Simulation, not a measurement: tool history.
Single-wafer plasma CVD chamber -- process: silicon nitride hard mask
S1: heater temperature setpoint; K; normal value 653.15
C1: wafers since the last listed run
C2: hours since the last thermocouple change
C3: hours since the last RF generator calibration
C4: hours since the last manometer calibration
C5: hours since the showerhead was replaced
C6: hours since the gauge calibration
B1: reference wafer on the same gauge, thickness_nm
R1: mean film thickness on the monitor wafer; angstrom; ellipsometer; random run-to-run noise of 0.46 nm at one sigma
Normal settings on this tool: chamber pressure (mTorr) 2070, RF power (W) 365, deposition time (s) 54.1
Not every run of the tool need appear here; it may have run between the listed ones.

run 1 day=0 | S1=653.15 chamber_pressure_(mTorr)=2070 RF_power_(W)=365 deposition_time_(s)=54.1 | C1=0 C2=2158.1 C3=1302.6 C4=1534.6 C5=6518.1 C6=798.4 | B1=84.431 | R1=869.6
run 2 day=2.262 | S1=653.15 chamber_pressure_(mTorr)=2070 RF_power_(W)=365 deposition_time_(s)=54.1 | C1=990 C2=2212.4 C3=1356.9 C4=1588.9 C5=6572.4 C6=852.7 | B1=84.385 | R1=873.82
run 3 day=4.342 | S1=653.15 chamber_pressure_(mTorr)=2070 RF_power_(W)=365 deposition_time_(s)=54.1 | C1=910 C2=2262.3 C3=1406.8 C4=1638.8 C5=6622.3 C6=902.6 | B1=84.562 | R1=865.73
run 4 day=6.346 | S1=653.15 chamber_pressure_(mTorr)=1710 RF_power_(W)=365 deposition_time_(s)=54.1 | C1=877 C2=2310.4 C3=1454.9 C4=1686.9 C5=6670.4 C6=950.7 | B1=84.628 | R1=853.93
-- day=8.483 thermocouple changed; heater temperature recalibrated
run 5 day=9.142 | S1=653.15 chamber_pressure_(mTorr)=2070 RF_power_(W)=365 deposition_time_(s)=56.7 | C1=1077 C2=15.8 C3=1522 C4=1754 C5=6737.5 C6=1017.8 | B1=84.799 | R1=923.39
run 6 day=11.446 | S1=653.15 chamber_pressure_(mTorr)=2070 RF_power_(W)=365 deposition_time_(s)=54.1 | C1=1008 C2=71.1 C3=1577.3 C4=1809.3 C5=6792.8 C6=1073.1 | B1=84.934 | R1=871.61
run 7 day=14.221 | S1=664.15 chamber_pressure_(mTorr)=2500 RF_power_(W)=365 deposition_time_(s)=54.1 | C1=1214 C2=137.7 C3=1643.9 C4=1875.9 C5=6859.4 C6=1139.7 | B1=85.021 | R1=897.91
run 8 day=15.225 | S1=653.15 chamber_pressure_(mTorr)=2070 RF_power_(W)=365 deposition_time_(s)=54.1 | C1=439 C2=161.8 C3=1668 C4=1900 C5=6883.5 C6=1163.8 | B1=85.111 | R1=881.18
run 9 day=16.762 | S1=641.15 chamber_pressure_(mTorr)=2070 RF_power_(W)=305 deposition_time_(s)=59.9 | C1=673 C2=198.7 C3=1704.9 C4=1936.9 C5=6920.4 C6=1200.7 | B1=85.245 | R1=878.7
run 10 day=18.633 | S1=653.15 chamber_pressure_(mTorr)=2320 RF_power_(W)=365 deposition_time_(s)=54.1 | C1=818 C2=243.6 C3=1749.8 C4=1981.8 C5=6965.3 C6=1245.6 | B1=85.392 | R1=893.33
run 11 day=20.604 | S1=653.15 chamber_pressure_(mTorr)=2070 RF_power_(W)=365 deposition_time_(s)=54.1 | C1=862 C2=290.9 C3=1797.1 C4=2029.1 C5=7012.6 C6=1292.9 | B1=85.507 | R1=891.99
run 12 day=27.042 | S1=667.15 chamber_pressure_(mTorr)=2070 RF_power_(W)=315 deposition_time_(s)=61.4 | C1=2818 C2=445.4 C3=1951.6 C4=2183.6 C5=7167.1 C6=1447.4 | B1=85.896 | R1=918.03
run 13 day=28.35 | S1=661.15 chamber_pressure_(mTorr)=2070 RF_power_(W)=410 deposition_time_(s)=63.2 | C1=572 C2=476.8 C3=1983 C4=2215 C5=7198.5 C6=1478.8 | B1=85.97 | R1=1106.31
run 14 day=30.008 | S1=641.15 chamber_pressure_(mTorr)=1750 RF_power_(W)=305 deposition_time_(s)=58.4 | C1=725 C2=516.6 C3=2022.8 C4=2254.8 C5=7238.3 C6=1518.6 | B1=86.085 | R1=837.23
run 15 day=31.217 | S1=662.15 chamber_pressure_(mTorr)=2320 RF_power_(W)=330 deposition_time_(s)=54.1 | C1=528 C2=545.6 C3=2051.8 C4=2283.8 C5=7267.3 C6=1547.6 | B1=86.284 | R1=845.69
-- day=37.175 gauge calibrated
-- day=37.779 RF generator calibrated
run 16 day=38.775 | S1=653.15 chamber_pressure_(mTorr)=1730 RF_power_(W)=435 deposition_time_(s)=54.1 | C1=3162 C2=727 C3=23.9 C4=2465.2 C5=7448.7 C6=38.4 | B1=83.535 | R1=934.04
run 17 day=39.954 | S1=658.15 chamber_pressure_(mTorr)=1570 RF_power_(W)=405 deposition_time_(s)=48.9 | C1=516 C2=755.3 C3=52.2 C4=2493.5 C5=7477 C6=66.7 | B1=83.607 | R1=798.59
-- day=40.988 capacitance manometer re-zeroed and calibrated
-- day=42.683 showerhead replaced
run 18 day=42.9 | S1=653.15 chamber_pressure_(mTorr)=2070 RF_power_(W)=365 deposition_time_(s)=54.1 | C1=997 C2=826 C3=122.9 C4=45.9 C5=5.2 C6=137.4 | B1=83.636 | R1=858.18
run 19 day=45.496 | S1=653.15 chamber_pressure_(mTorr)=2070 RF_power_(W)=365 deposition_time_(s)=54.1 | C1=1136 C2=888.3 C3=185.2 C4=108.2 C5=67.5 C6=199.7 | B1=83.68 | R1=865.19
run 20 day=47.962 | S1=653.15 chamber_pressure_(mTorr)=2070 RF_power_(W)=365 deposition_time_(s)=54.1 | C1=1079 C2=947.5 C3=244.4 C4=167.4 C5=126.7 C6=258.9 | B1=83.63 | R1=865.74
run 21 day=53.712 | S1=660.15 chamber_pressure_(mTorr)=2070 RF_power_(W)=435 deposition_time_(s)=54.1 | C1=2517 C2=1085.5 C3=382.4 C4=305.4 C5=264.7 C6=396.9 | B1=83.871 | R1=960.1
run 22 day=55.467 | S1=653.15 chamber_pressure_(mTorr)=1700 RF_power_(W)=420 deposition_time_(s)=48.7 | C1=767 C2=1127.6 C3=424.5 C4=347.5 C5=306.8 C6=439 | B1=83.83 | R1=826.25
run 23 day=56.871 | S1=653.15 chamber_pressure_(mTorr)=1770 RF_power_(W)=415 deposition_time_(s)=54.1 | C1=614 C2=1161.3 C3=458.2 C4=381.2 C5=340.5 C6=472.7 | B1=83.783 | R1=908.21
run 24 day=59.817 | S1=653.15 chamber_pressure_(mTorr)=1760 RF_power_(W)=325 deposition_time_(s)=54.1 | C1=1289 C2=1232 C3=528.9 C4=451.9 C5=411.2 C6=543.4 | B1=83.893 | R1=788.25
run 25 day=61.433 | S1=653.15 chamber_pressure_(mTorr)=2070 RF_power_(W)=365 deposition_time_(s)=54.1 | C1=707 C2=1270.8 C3=567.7 C4=490.7 C5=450 C6=582.2 | B1=83.925 | R1=858.67
run 26 day=63.408 | S1=653.15 chamber_pressure_(mTorr)=2070 RF_power_(W)=365 deposition_time_(s)=63.5 | C1=864 C2=1318.2 C3=615.1 C4=538.1 C5=497.4 C6=629.6 | B1=84.045 | R1=1009.67
run 27 day=65.988 | S1=653.15 chamber_pressure_(mTorr)=2230 RF_power_(W)=365 deposition_time_(s)=54.1 | C1=1129 C2=1380.1 C3=677 C4=600 C5=559.3 C6=691.5 | B1=83.988 | R1=877.34

What if the next run were any one of these 5? Each begins from the tool's condition after run 27:
run A day=66.004 | S1=653.15 chamber_pressure_(mTorr)=2070 RF_power_(W)=365 deposition_time_(s)=50.2 | C1=7 C2=1380.5 C3=677.4 C4=600.4 C5=559.7 C6=691.9 | B1=? | R1=?
run B day=66.004 | S1=665.15 chamber_pressure_(mTorr)=2300 RF_power_(W)=300 deposition_time_(s)=54.1 | C1=7 C2=1380.5 C3=677.4 C4=600.4 C5=559.7 C6=691.9 | B1=? | R1=?
run C day=66.004 | S1=653.15 chamber_pressure_(mTorr)=1920 RF_power_(W)=365 deposition_time_(s)=54.1 | C1=7 C2=1380.5 C3=677.4 C4=600.4 C5=559.7 C6=691.9 | B1=? | R1=?
run D day=66.004 | S1=653.15 chamber_pressure_(mTorr)=2070 RF_power_(W)=435 deposition_time_(s)=54.1 | C1=7 C2=1380.5 C3=677.4 C4=600.4 C5=559.7 C6=691.9 | B1=? | R1=?
run E day=66.004 | S1=665.15 chamber_pressure_(mTorr)=1920 RF_power_(W)=325 deposition_time_(s)=54.1 | C1=7 C2=1380.5 C3=677.4 C4=600.4 C5=559.7 C6=691.9 | B1=? | R1=?

run=A B1=84.172 R1=802.62
run=B B1=84.172 R1=773.99
run=C B1=84.172 R1=855.61
run=D B1=84.172 R1=958.41
run=E B1=84.172 R1=793.27
The same runs, with their run-to-run variation unchanged, on a tool lacking any hidden condition would have given:
run=A R1=798.22
run=B R1=769.74
run=C R1=850.91
run=D R1=953.16
run=E R1=788.92
